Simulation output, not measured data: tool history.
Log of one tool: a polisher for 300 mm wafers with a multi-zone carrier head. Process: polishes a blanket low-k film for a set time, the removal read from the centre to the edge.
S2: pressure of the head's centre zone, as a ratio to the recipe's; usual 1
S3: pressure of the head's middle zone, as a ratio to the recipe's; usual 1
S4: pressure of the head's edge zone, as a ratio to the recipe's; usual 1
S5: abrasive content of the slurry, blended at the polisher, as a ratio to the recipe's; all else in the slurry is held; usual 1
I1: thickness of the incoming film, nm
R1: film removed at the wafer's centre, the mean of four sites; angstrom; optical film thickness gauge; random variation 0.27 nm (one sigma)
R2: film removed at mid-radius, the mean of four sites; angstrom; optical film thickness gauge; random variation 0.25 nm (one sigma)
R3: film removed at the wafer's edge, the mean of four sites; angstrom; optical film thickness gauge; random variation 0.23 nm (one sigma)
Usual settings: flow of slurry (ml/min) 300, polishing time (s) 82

{"run": 1, "hour": 0.0, "flow of slurry (ml/min)": 300, "S2": 1, "S3": 1, "S4": 1, "S5": 1, "polishing time (s)": 82, "I1": 381.6, "R1": 197, "R2": 203, "R3": 202}
{"hour": 48.7, "done": "slurry nozzle cleaned"}
{"run": 2, "hour": 62.0, "flow of slurry (ml/min)": 300, "S2": 1, "S3": 1, "S4": 1, "S5": 1.1, "polishing time (s)": 82, "I1": 385.2, "R1": 212, "R2": 219, "R3": 219}
{"run": 3, "hour": 91.9, "flow of slurry (ml/min)": 300, "S2": 1, "S3": 1, "S4": 0.94, "S5": 0.9, "polishing time (s)": 82, "I1": 381.3, "R1": 187, "R2": 198, "R3": 189}
{"run": 4, "hour": 123.0, "flow of slurry (ml/min)": 300, "S2": 1.1, "S3": 1, "S4": 0.94, "S5": 1, "polishing time (s)": 82, "I1": 380.9, "R1": 215, "R2": 209, "R3": 206}
{"run": 5, "hour": 186.8, "flow of slurry (ml/min)": 300, "S2": 1, "S3": 1, "S4": 0.92, "S5": 1, "polishing time (s)": 82, "I1": 385.7, "R1": 202, "R2": 206, "R3": 204}
{"run": 6, "hour": 222.4, "flow of slurry (ml/min)": 300, "S2": 1, "S3": 1.06, "S4": 1, "S5": 1, "polishing time (s)": 82, "I1": 379.4, "R1": 198, "R2": 219, "R3": 211}
{"run": 7, "hour": 247.1, "flow of slurry (ml/min)": 300, "S2": 1, "S3": 1, "S4": 1, "S5": 0.7, "polishing time (s)": 82, "I1": 380.4, "R1": 158, "R2": 162, "R3": 166}
{"hour": 257.1, "done": "carrier head's membrane replaced by a new one"}
{"run": 8, "hour": 274.5, "flow of slurry (ml/min)": 300, "S2": 1, "S3": 1.09, "S4": 1.08, "S5": 1, "polishing time (s)": 69, "I1": 377.5, "R1": 166, "R2": 187, "R3": 180}
{"run": 9, "hour": 319.0, "flow of slurry (ml/min)": 300, "S2": 1, "S3": 1, "S4": 1, "S5": 1, "polishing time (s)": 82, "I1": 375.2, "R1": 195, "R2": 205, "R3": 211}
{"run": 10, "hour": 367.3, "flow of slurry (ml/min)": 300, "S2": 1.03, "S3": 1, "S4": 1, "S5": 0.85, "polishing time (s)": 82, "I1": 375.4, "R1": 182, "R2": 187, "R3": 186}
{"hour": 402.6, "done": "worn pad replaced by a new one"}
{"run": 11, "hour": 403.1, "flow of slurry (ml/min)": 300, "S2": 1.11, "S3": 1, "S4": 1.07, "S5": 1, "polishing time (s)": 65, "I1": 377.2, "R1": 168, "R2": 163, "R3": 168}
{"run": 12, "hour": 433.5, "flow of slurry (ml/min)": 235, "S2": 1.06, "S3": 1, "S4": 1, "S5": 0.75, "polishing time (s)": 82, "I1": 385.5, "R1": 165, "R2": 163, "R3": 167}
{"run": 13, "hour": 483.3, "flow of slurry (ml/min)": 250, "S2": 1, "S3": 1.1, "S4": 0.92, "S5": 0.85, "polishing time (s)": 82, "I1": 382.9, "R1": 175, "R2": 196, "R3": 180}
{"run": 14, "hour": 547.6, "flow of slurry (ml/min)": 300, "S2": 1, "S3": 1.04, "S4": 1.11, "S5": 0.85, "polishing time (s)": 82, "I1": 379.6, "R1": 176, "R2": 192, "R3": 193}
{"run": 15, "hour": 599.3, "flow of slurry (ml/min)": 300, "S2": 1, "S3": 1.07, "S4": 0.97, "S5": 1.25, "polishing time (s)": 105, "I1": 379.4, "R1": 283, "R2": 308, "R3": 286}
{"run": 16, "hour": 625.6, "flow of slurry (ml/min)": 300, "S2": 1, "S3": 1, "S4": 1, "S5": 0.8, "polishing time (s)": 82, "I1": 383, "R1": 169, "R2": 178, "R3": 179}
{"hour": 644.0, "done": "edge zone pressure recalibrated"}
{"run": 17, "hour": 689.4, "flow of slurry (ml/min)": 300, "S2": 1, "S3": 1, "S4": 0.96, "S5": 1.25, "polishing time (s)": 82, "I1": 373.3, "R1": 212, "R2": 222, "R3": 227}
{"run": 18, "hour": 745.5, "flow of slurry (ml/min)": 300, "S2": 1, "S3": 1, "S4": 1, "S5": 0.9, "polishing time (s)": 82, "I1": 383.7, "R1": 174, "R2": 185, "R3": 190}
{"run": 19, "hour": 776.4, "flow of slurry (ml/min)": 360, "S2": 1, "S3": 1, "S4": 0.88, "S5": 1, "polishing time (s)": 82, "I1": 379.8, "R1": 188, "R2": 206, "R3": 203}
{"hour": 817.8, "done": "slurry nozzle cleaned"}
{"run": 20, "hour": 819.3, "flow of slurry (ml/min)": 300, "S2": 1, "S3": 1, "S4": 1, "S5": 0.85, "polishing time (s)": 95, "I1": 376.4, "R1": 213, "R2": 224, "R3": 225}
{"run": 21, "hour": 845.4, "flow of slurry (ml/min)": 300, "S2": 1, "S3": 1, "S4": 0.92, "S5": 1.15, "polishing time (s)": 82, "I1": 375.9, "R1": 218, "R2": 225, "R3": 223}
{"run": 22, "hour": 908.9, "flow of slurry (ml/min)": 300, "S2": 1, "S3": 1, "S4": 1, "S5": 1, "polishing time (s)": 82, "I1": 373.5, "R1": 201, "R2": 209, "R3": 208}
{"hour": 929.7, "done": "worn pad replaced by a new one"}
{"run": 23, "hour": 976.6, "flow of slurry (ml/min)": 255, "S2": 0.97, "S3": 0.91, "S4": 1, "S5": 1, "polishing time (s)": 82, "I1": 372.8, "R1": 193, "R2": 196, "R3": 207}

The tool's hidden state at each run:
removal rate lost through wear of the pad, %: 0 in every run
deviation of the centre zone's pressure from its setpoint, %: 0 in every run
deviation of the edge zone's pressure from its setpoint, %: 0 in every run
H1: slurry flow missing at the pad, %
run=1 H1=36.9
run=2 H1=8.99
run=3 H1=10.6
run=4 H1=12.3
run=5 H1=15.8
run=6 H1=17.7
run=7 H1=19.1
run=8 H1=20.6
run=9 H1=23
run=10 H1=25.6
run=11 H1=27.6
run=12 H1=29.3
run=13 H1=32
run=14 H1=35.5
run=15 H1=38.3
run=16 H1=39.7
run=17 H1=43.2
run=18 H1=46.3
run=19 H1=48
run=20 H1=0.414
run=21 H1=1.84
run=22 H1=5.3
run=23 H1=8.99
